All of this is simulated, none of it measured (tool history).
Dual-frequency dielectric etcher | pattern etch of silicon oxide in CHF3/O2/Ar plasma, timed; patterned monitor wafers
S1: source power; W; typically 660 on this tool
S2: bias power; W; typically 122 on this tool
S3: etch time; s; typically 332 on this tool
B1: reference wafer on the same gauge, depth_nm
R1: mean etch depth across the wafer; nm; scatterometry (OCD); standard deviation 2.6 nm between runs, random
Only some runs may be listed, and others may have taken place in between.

Run 1, hour 0: usual settings; B1 601.5. Result: R1 625.9 nm.
Run 2, hour 56.2: usual settings; B1 601.2. Result: R1 620.9 nm.
Run 3, hour 153.4: usual settings; B1 602.8. Result: R1 624.5 nm.
Run 4, hour 238.3: usual settings but S1 690 W, S3 379 s; B1 604.3. Result: R1 726.1 nm.
At hour 293.9: wet clean of the chamber.
Run 5, hour 294.4: usual settings but S1 690 W, S3 379 s; B1 604.8. Result: R1 725.8 nm.
Run 6, hour 328.5: usual settings; B1 605.1. Result: R1 629.2 nm.
Run 7, hour 436.5: usual settings; B1 606.4. Result: R1 623.6 nm.
Run 8, hour 514: usual settings; B1 608.3. Result: R1 628.3 nm.
At hour 622.5: wet clean of the chamber.
At hour 625.3: source power generator calibrated.
Run 9, hour 625.8: usual settings but S2 137 W; B1 610.1. Result: R1 663.8 nm.
At hour 657.4: gauge calibrated.
Run 10, hour 704.7: usual settings but S2 137 W; B1 599. Result: R1 654.6 nm.
Run 11, hour 789.5: usual settings but S2 137 W; B1 598.3. Result: R1 657.6 nm.
At hour 830.7: upper electrode replaced.
Run 12, hour 854.1: usual settings but S3 281.5 s; B1 599.5. Result: R1 526.4 nm.
At hour 862.9: bias power generator calibrated.
Run 13, hour 933.5: usual settings; B1 599. Result: R1 617 nm.
At hour 971.7: wet clean of the chamber.
Run 14, hour 993.7: usual settings but S2 98 W; B1 598.2. Result: R1 557.3 nm.
Run 15, hour 1036.2: usual settings but S1 710 W, S3 410.5 s; B1 599.3. Result: R1 789.1 nm.
Run 16, hour 1109.8: usual settings; B1 598.8. Result: R1 622.3 nm.
Run 17, hour 1184.5: usual settings but S2 135 W, S3 403 s; B1 599.6. Result: R1 800 nm.
Run 18, hour 1256.9: usual settings but S1 530 W, S2 146 W; B1 599.8. Result: R1 630.6 nm.
At hour 1346.8: wet clean of the chamber.
Run 19, hour 1465.2: usual settings but S2 147 W, S3 399.5 s; B1 601.1. Result: R1 828.3 nm.
Run 20, hour 1513.8: usual settings but S2 95 W, S3 427 s; B1 601.3. Result: R1 704.5 nm.
Run 21, hour 1612.9: usual settings but S1 780 W, S2 152 W, S3 426.5 s; B1 602.7. Result: R1 949.9 nm.
Run 22, hour 1686.8: usual settings but S1 560 W, S2 147 W, S3 400.5 s; B1 603.1. Result: R1 787.8 nm.
At hour 1715: wet clean of the chamber.
Run 23, hour 1742.7: usual settings; B1 603.2. Result: R1 627.6 nm.
Run 24, hour 1785.9: usual settings but S1 730 W, S2 138 W, S3 405.5 s; B1 603.9. Result: R1 841.4 nm.
Run 25, hour 1876.3: usual settings but S2 132 W, S3 285.5 s; B1 605.5. Result: R1 557.5 nm.

3 ways to go on from here, each from the tool as it stands after run 25. What would each give?
Run A, hour 1876.8: usual settings; B1 ?. Result: R1 ?.
Run B, hour 1876.8: usual settings but S2 107 W, S3 381.5 s; B1 ?. Result: R1 ?.
Run C, hour 1876.8: usual settings but S1 620 W, S2 144 W, S3 249 s; B1 ?. Result: R1 ?.

run     B1     R1
  A  604.6  630.2
  B  604.6  678.4
  C  604.6  500.8
Had the tool no hidden state, the same runs would have come out as:
run     R1
  A  623.9
  B  671.7
  C  495.9
